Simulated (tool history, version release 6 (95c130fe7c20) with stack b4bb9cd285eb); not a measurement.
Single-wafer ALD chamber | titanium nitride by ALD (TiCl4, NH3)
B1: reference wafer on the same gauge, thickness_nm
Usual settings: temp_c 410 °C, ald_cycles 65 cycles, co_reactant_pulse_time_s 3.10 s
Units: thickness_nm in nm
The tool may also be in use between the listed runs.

run 1 hour=0.0 | temp_c=410 ald_cycles=65 co_reactant_pulse_time_s=3.10 | B1=1.348 | thickness_nm=1.322
run 2 hour=8.6 | temp_c=410 ald_cycles=65 co_reactant_pulse_time_s=3.10 | B1=1.349 | thickness_nm=1.326
run 3 hour=16.5 | temp_c=410 ald_cycles=65 co_reactant_pulse_time_s=3.10 | B1=1.351 | thickness_nm=1.317
run 4 hour=31.5 | temp_c=410 ald_cycles=65 co_reactant_pulse_time_s=3.10 | B1=1.351 | thickness_nm=1.326
run 5 hour=43.8 | temp_c=410 ald_cycles=65 co_reactant_pulse_time_s=3.10 | B1=1.347 | thickness_nm=1.316
run 6 hour=55.8 | temp_c=410 ald_cycles=65 co_reactant_pulse_time_s=3.10 | B1=1.351 | thickness_nm=1.313
run 7 hour=71.3 | temp_c=410 ald_cycles=65 co_reactant_pulse_time_s=3.10 | B1=1.350 | thickness_nm=1.315
run 8 hour=79.6 | temp_c=410 ald_cycles=65 co_reactant_pulse_time_s=3.10 | B1=1.350 | thickness_nm=1.330
run 9 hour=87.3 | temp_c=415 ald_cycles=58 co_reactant_pulse_time_s=3.10 | B1=1.349 | thickness_nm=1.189
run 10 hour=94.6 | temp_c=415 ald_cycles=58 co_reactant_pulse_time_s=3.10 | B1=1.352 | thickness_nm=1.177
run 11 hour=106.1 | temp_c=410 ald_cycles=62 co_reactant_pulse_time_s=3.10 | B1=1.353 | thickness_nm=1.263
run 12 hour=115.3 | temp_c=410 ald_cycles=62 co_reactant_pulse_time_s=3.10 | B1=1.349 | thickness_nm=1.267
run 13 hour=122.0 | temp_c=410 ald_cycles=65 co_reactant_pulse_time_s=3.10 | B1=1.351 | thickness_nm=1.326
run 14 hour=135.5 | temp_c=410 ald_cycles=65 co_reactant_pulse_time_s=3.10 | B1=1.350 | thickness_nm=1.321
run 15 hour=149.3 | temp_c=410 ald_cycles=65 co_reactant_pulse_time_s=2.16 | B1=1.348 | thickness_nm=1.301
-- hour=162.7 thermocouple changed; heater temperature recalibrated
run 16 hour=167.0 | temp_c=410 ald_cycles=65 co_reactant_pulse_time_s=2.16 | B1=1.353 | thickness_nm=1.308
run 17 hour=181.5 | temp_c=410 ald_cycles=65 co_reactant_pulse_time_s=2.16 | B1=1.352 | thickness_nm=1.299
run 18 hour=198.1 | temp_c=410 ald_cycles=65 co_reactant_pulse_time_s=3.10 | B1=1.348 | thickness_nm=1.324
run 19 hour=205.4 | temp_c=410 ald_cycles=65 co_reactant_pulse_time_s=3.10 | B1=1.348 | thickness_nm=1.327
-- hour=214.1 showerhead replaced
run 20 hour=221.9 | temp_c=397 ald_cycles=65 co_reactant_pulse_time_s=2.42 | B1=1.349 | thickness_nm=1.315
run 21 hour=234.0 | temp_c=397 ald_cycles=69 co_reactant_pulse_time_s=3.89 | B1=1.350 | thickness_nm=1.404
run 22 hour=242.0 | temp_c=410 ald_cycles=65 co_reactant_pulse_time_s=2.48 | B1=1.350 | thickness_nm=1.319
run 23 hour=254.7 | temp_c=410 ald_cycles=65 co_reactant_pulse_time_s=4.09 | B1=1.349 | thickness_nm=1.334
run 24 hour=272.4 | temp_c=410 ald_cycles=59 co_reactant_pulse_time_s=3.41 | B1=1.349 | thickness_nm=1.201
run 25 hour=282.7 | temp_c=398 ald_cycles=54 co_reactant_pulse_time_s=3.65 | B1=1.351 | thickness_nm=1.090
run 26 hour=299.0 | temp_c=417 ald_cycles=59 co_reactant_pulse_time_s=3.10 | B1=1.349 | thickness_nm=1.195
run 27 hour=312.8 | temp_c=403 ald_cycles=56 co_reactant_pulse_time_s=2.40 | B1=1.349 | thickness_nm=1.126
run 28 hour=321.4 | temp_c=410 ald_cycles=65 co_reactant_pulse_time_s=3.10 | B1=1.350 | thickness_nm=1.322
run 29 hour=331.8 | temp_c=410 ald_cycles=76 co_reactant_pulse_time_s=2.47 | B1=1.350 | thickness_nm=1.542
-- hour=340.7 gauge calibrated
run 30 hour=370.0 | temp_c=416 ald_cycles=65 co_reactant_pulse_time_s=3.77 | B1=1.348 | thickness_nm=1.321
run 31 hour=378.6 | temp_c=410 ald_cycles=53 co_reactant_pulse_time_s=2.18 | B1=1.349 | thickness_nm=1.070
run 32 hour=385.4 | temp_c=425 ald_cycles=54 co_reactant_pulse_time_s=3.10 | B1=1.353 | thickness_nm=1.102
run 33 hour=397.8 | temp_c=410 ald_cycles=65 co_reactant_pulse_time_s=3.10 | B1=1.351 | thickness_nm=1.314
run 34 hour=413.7 | temp_c=410 ald_cycles=65 co_reactant_pulse_time_s=3.10 | B1=1.352 | thickness_nm=1.320
run 35 hour=423.7 | temp_c=410 ald_cycles=65 co_reactant_pulse_time_s=3.10 | B1=1.350 | thickness_nm=1.322
run 36 hour=430.0 | temp_c=418 ald_cycles=72 co_reactant_pulse_time_s=3.79 | B1=1.348 | thickness_nm=1.464
run 37 hour=440.0 | temp_c=410 ald_cycles=65 co_reactant_pulse_time_s=3.10 | B1=1.349 | thickness_nm=1.331
run 38 hour=457.4 | temp_c=410 ald_cycles=65 co_reactant_pulse_time_s=3.10 | B1=1.351 | thickness_nm=1.327
run 39 hour=463.8 | temp_c=405 ald_cycles=65 co_reactant_pulse_time_s=3.10 | B1=1.348 | thickness_nm=1.330

Forecast each of these 5 alternatives for the next run:
run A hour=464.4 | temp_c=410 ald_cycles=59 co_reactant_pulse_time_s=3.10 | B1=? | thickness_nm=?
run B hour=464.4 | temp_c=422 ald_cycles=65 co_reactant_pulse_time_s=3.10 | B1=? | thickness_nm=?
run C hour=464.4 | temp_c=410 ald_cycles=65 co_reactant_pulse_time_s=4.34 | B1=? | thickness_nm=?
run D hour=464.4 | temp_c=404 ald_cycles=65 co_reactant_pulse_time_s=3.10 | B1=? | thickness_nm=?
run E hour=464.4 | temp_c=418 ald_cycles=70 co_reactant_pulse_time_s=4.09 | B1=? | thickness_nm=?

run=A B1=1.351 thickness_nm=1.186
run=B B1=1.351 thickness_nm=1.310
run=C B1=1.351 thickness_nm=1.317
run=D B1=1.351 thickness_nm=1.305
run=E B1=1.351 thickness_nm=1.417
Without the tool's hidden state the same runs would have given:
run=A thickness_nm=1.186
run=B thickness_nm=1.310
run=C thickness_nm=1.317
run=D thickness_nm=1.305
run=E thickness_nm=1.417
